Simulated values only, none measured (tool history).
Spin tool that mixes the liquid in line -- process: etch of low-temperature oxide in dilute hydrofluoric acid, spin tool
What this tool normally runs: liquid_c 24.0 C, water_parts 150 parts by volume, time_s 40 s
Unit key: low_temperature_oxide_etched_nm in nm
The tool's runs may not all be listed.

run    hour  liquid_c  water_parts  time_s  wafers since the last listed run  hours since the thermometer was replaced  hours since the hydrofluoric acid flow meter was replaced  hours since the gauge calibration  read-back film thickness of the low-temperature oxide reference wafer, read on the same gauge (nm)  low_temperature_oxide_etched_nm
  1     0.0      21.0          150      40                                 0                                     406.7                                                     1756.7                             1838.1                                                                                               50.02                             7.31
  2    38.6      21.0          150      40                               590                                     445.3                                                     1795.3                             1876.7                                                                                               50.07                             7.31
  3   142.0      22.0          150      40                              1582                                     548.7                                                     1898.7                             1980.1                                                                                               50.05                             7.63
  4   314.7      22.0          150      40                              2642                                     721.4                                                     2071.4                             2152.8                                                                                               50.00                             7.47
  5   404.5      22.0          150      40                              1374                                     811.2                                                     2161.2                             2242.6                                                                                               50.00                             7.55
  6   451.1      22.5          150      40                               713                                     857.8                                                     2207.8                             2289.2                                                                                               49.99                             7.67
  7   523.5      22.5          150      40                              1107                                     930.2                                                     2280.2                             2361.6                                                                                               50.01                             7.71
  8   593.7      22.5          150      40                              1074                                    1000.4                                                     2350.4                             2431.8                                                                                               49.98                             7.69
  9   668.8      24.0          150      40                              1149                                    1075.5                                                     2425.5                             2506.9                                                                                               49.99                             8.13
 10   903.2      24.0          150      40                              3587                                    1309.9                                                     2659.9                             2741.3                                                                                               50.04                             8.03
 11   979.2      24.0          150      40                              1163                                    1385.9                                                     2735.9                             2817.3                                                                                               49.98                             8.04
     1003.7  -- hydrofluoric acid flow meter replaced
 12  1053.9      24.0          150      40                              1127                                    1460.6                                                       50.2                             2892.0                                                                                               50.04                             7.94
     1098.2  -- gauge calibrated
 13  1125.4      29.0           85      20                              1094                                    1532.1                                                      121.7                               27.2                                                                                               49.98                             9.28
 14  1191.7      24.0          150      40                              1014                                    1598.4                                                      188.0                               93.5                                                                                               50.01                             8.00
     1215.4  -- thermometer replaced
 15  1271.4      24.0          150      40                              1204                                      56.0                                                      267.7                              173.2                                                                                               50.07                             8.29
 16  1321.0      24.0           85      40                               759                                     105.6                                                      317.3                              222.8                                                                                               50.01                            15.87
 17  1390.4      24.0          150      40                              1062                                     175.0                                                      386.7                              292.2                                                                                               49.99                             8.27
 18  1444.9      24.0          150      40                               834                                     229.5                                                      441.2                              346.7                                                                                               50.01                             8.25
 19  1645.4      26.5          210      25                              3068                                     430.0                                                      641.7                              547.2                                                                                               49.99                             3.75
 20  1739.1      20.0           95      60                              1433                                     523.7                                                      735.4                              640.9                                                                                               50.00                            17.56
 21  1827.5      24.0          180      40                              1352                                     612.1                                                      823.8                              729.3                                                                                               49.96                             6.58
 22  2000.8      24.0          150      30                              2652                                     785.4                                                      997.1                              902.6                                                                                               50.03                             6.13
 23  2037.1      26.0          120      40                               555                                     821.7                                                     1033.4                              938.9                                                                                               49.98                            11.44

Predict the results of run 24:
 24  2270.0      24.0          150      25                              3564                                    1054.6                                                     1266.3                             1171.8                                                                                                   ?                                ?

{"run 24": {"read-back film thickness of the low-temperature oxide reference wafer, read on the same gauge (nm)": 49.99, "low_temperature_oxide_etched_nm": 5.01}}
Take away the tool's hidden state, keep the run-to-run variation as it was, and the same run would have given low_temperature_oxide_etched_nm 5.18 nm.
